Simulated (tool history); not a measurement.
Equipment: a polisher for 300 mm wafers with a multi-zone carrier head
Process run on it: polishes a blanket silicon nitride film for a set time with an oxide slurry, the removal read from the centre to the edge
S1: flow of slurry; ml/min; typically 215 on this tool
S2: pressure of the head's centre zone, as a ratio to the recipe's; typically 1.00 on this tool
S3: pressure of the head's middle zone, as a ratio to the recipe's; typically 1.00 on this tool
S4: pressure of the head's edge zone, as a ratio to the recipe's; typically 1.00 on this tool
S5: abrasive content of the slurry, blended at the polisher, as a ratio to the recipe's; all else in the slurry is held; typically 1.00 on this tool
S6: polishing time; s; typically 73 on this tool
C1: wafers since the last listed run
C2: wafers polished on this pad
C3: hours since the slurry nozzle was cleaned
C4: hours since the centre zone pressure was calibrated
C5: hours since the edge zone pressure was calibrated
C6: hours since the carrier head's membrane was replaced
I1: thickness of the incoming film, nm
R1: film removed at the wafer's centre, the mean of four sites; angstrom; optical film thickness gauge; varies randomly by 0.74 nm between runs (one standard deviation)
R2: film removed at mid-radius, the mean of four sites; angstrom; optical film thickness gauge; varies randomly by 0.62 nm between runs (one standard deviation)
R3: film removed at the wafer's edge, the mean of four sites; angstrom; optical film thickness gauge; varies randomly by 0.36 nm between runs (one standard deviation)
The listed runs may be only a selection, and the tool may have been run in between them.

Run 1, hour 0.0: usual settings but S2 0.96, S4 1.06; C1 0; C2 337; C3 64.5; C4 683.0; C5 575.3; C6 1407.0; I1 564.4. Result: R1 495 angstrom, R2 509 angstrom, R3 513 angstrom.
Run 2, hour 16.9: usual settings but S2 0.96, S4 1.06; C1 217; C2 555; C3 81.4; C4 699.9; C5 592.2; C6 1423.9; I1 573.8. Result: R1 496 angstrom, R2 515 angstrom, R3 514 angstrom.
At hour 60.1: worn pad replaced by a new one.
Run 3, hour 67.8: usual settings but S2 0.92; C1 604; C2 99; C3 132.3; C4 750.8; C5 643.1; C6 1474.8; I1 568.8. Result: R1 474 angstrom, R2 508 angstrom, R3 498 angstrom.
Run 4, hour 84.7: usual settings but S2 0.92; C1 217; C2 317; C3 149.2; C4 767.7; C5 660.0; C6 1491.7; I1 575.2. Result: R1 475 angstrom, R2 505 angstrom, R3 501 angstrom.
Run 5, hour 91.7: usual settings but S2 0.92; C1 90; C2 407; C3 156.2; C4 774.7; C5 667.0; C6 1498.7; I1 567.1. Result: R1 469 angstrom, R2 499 angstrom, R3 500 angstrom.
At hour 95.7: edge zone pressure recalibrated.
At hour 104.2: carrier head's membrane replaced by a new one.
Run 6, hour 109.4: usual settings; C1 137; C2 545; C3 173.9; C4 792.4; C5 13.7; C6 5.2; I1 568.5. Result: R1 510 angstrom, R2 495 angstrom, R3 502 angstrom.
Run 7, hour 122.5: usual settings; C1 168; C2 714; C3 187.0; C4 805.5; C5 26.8; C6 18.3; I1 569.2. Result: R1 513 angstrom, R2 504 angstrom, R3 497 angstrom.
Run 8, hour 130.6: usual settings; C1 104; C2 819; C3 195.1; C4 813.6; C5 34.9; C6 26.4; I1 569.7. Result: R1 494 angstrom, R2 503 angstrom, R3 500 angstrom.
Run 9, hour 139.1: usual settings; C1 109; C2 928; C3 203.6; C4 822.1; C5 43.4; C6 34.9; I1 576.0. Result: R1 519 angstrom, R2 507 angstrom, R3 498 angstrom.
At hour 152.9: worn pad replaced by a new one.
Run 10, hour 153.3: usual settings; C1 131; C2 5; C3 217.8; C4 836.3; C5 57.6; C6 49.1; I1 575.1. Result: R1 507 angstrom, R2 494 angstrom, R3 497 angstrom.
At hour 159.5: slurry nozzle cleaned.
Run 11, hour 165.9: usual settings; C1 149; C2 154; C3 6.4; C4 848.9; C5 70.2; C6 61.7; I1 557.2. Result: R1 468 angstrom, R2 477 angstrom, R3 480 angstrom.
Run 12, hour 172.4: usual settings but S3 0.91, S5 1.25, S6 99 s; C1 83; C2 238; C3 12.9; C4 855.4; C5 76.7; C6 68.2; I1 576.8. Result: R1 716 angstrom, R2 667 angstrom, R3 712 angstrom.
Run 13, hour 185.1: usual settings but S2 0.96, S3 0.93, S5 0.90; C1 163; C2 402; C3 25.6; C4 868.1; C5 89.4; C6 80.9; I1 569.2. Result: R1 422 angstrom, R2 413 angstrom, R3 447 angstrom.
Run 14, hour 193.6: usual settings but S2 1.07, S3 1.03, S4 1.09, S5 0.75; C1 109; C2 511; C3 34.1; C4 876.6; C5 97.9; C6 89.4; I1 574.0. Result: R1 416 angstrom, R2 410 angstrom, R3 413 angstrom.
At hour 210.1: centre zone pressure recalibrated.
At hour 216.5: slurry nozzle cleaned, repeated, since the last time left the tool worse.
Run 15, hour 246.8: usual settings; C1 647; C2 1158; C3 30.3; C4 36.7; C5 151.1; C6 142.6; I1 569.4. Result: R1 521 angstrom, R2 513 angstrom, R3 503 angstrom.
Run 16, hour 254.2: usual settings but S1 285 ml/min, S6 49 s; C1 95; C2 1254; C3 37.7; C4 44.1; C5 158.5; C6 150.0; I1 572.9. Result: R1 366 angstrom, R2 356 angstrom, R3 347 angstrom.
At hour 259.1: worn pad replaced by a new one.
Run 17, hour 262.5: usual settings but S6 93 s; C1 55; C2 44; C3 46.0; C4 52.4; C5 166.8; C6 158.3; I1 576.6. Result: R1 652 angstrom, R2 659 angstrom, R3 647 angstrom.
Run 18, hour 273.4: usual settings; C1 140; C2 184; C3 56.9; C4 63.3; C5 177.7; C6 169.2; I1 568.3. Result: R1 510 angstrom, R2 516 angstrom, R3 500 angstrom.
Run 19, hour 284.6: usual settings but S1 250 ml/min, S2 1.07, S5 0.90; C1 144; C2 328; C3 68.1; C4 74.5; C5 188.9; C6 180.4; I1 570.4. Result: R1 531 angstrom, R2 498 angstrom, R3 484 angstrom.

List, for all runs, the conditions of the tool that the log does not record:
removal rate lost through wear of the pad, %: 0 across all the runs
deviation of the centre zone's pressure from its setpoint, %: 0 across all the runs
deviation of the edge zone's pressure from its setpoint, %: 0 across all the runs
H1: slurry flow missing at the pad, %
run    H1
  1    13
  2  14.8
  3  18.3
  4  19.1
  5  19.3
  6  19.8
  7  20.2
  8  20.3
  9  20.5
 10  20.7
 11  42.1
 12  43.8
 13  46.8
 14  48.5
 15  7.66
 16  9.05
 17  10.5
 18  12.1
 19  13.5

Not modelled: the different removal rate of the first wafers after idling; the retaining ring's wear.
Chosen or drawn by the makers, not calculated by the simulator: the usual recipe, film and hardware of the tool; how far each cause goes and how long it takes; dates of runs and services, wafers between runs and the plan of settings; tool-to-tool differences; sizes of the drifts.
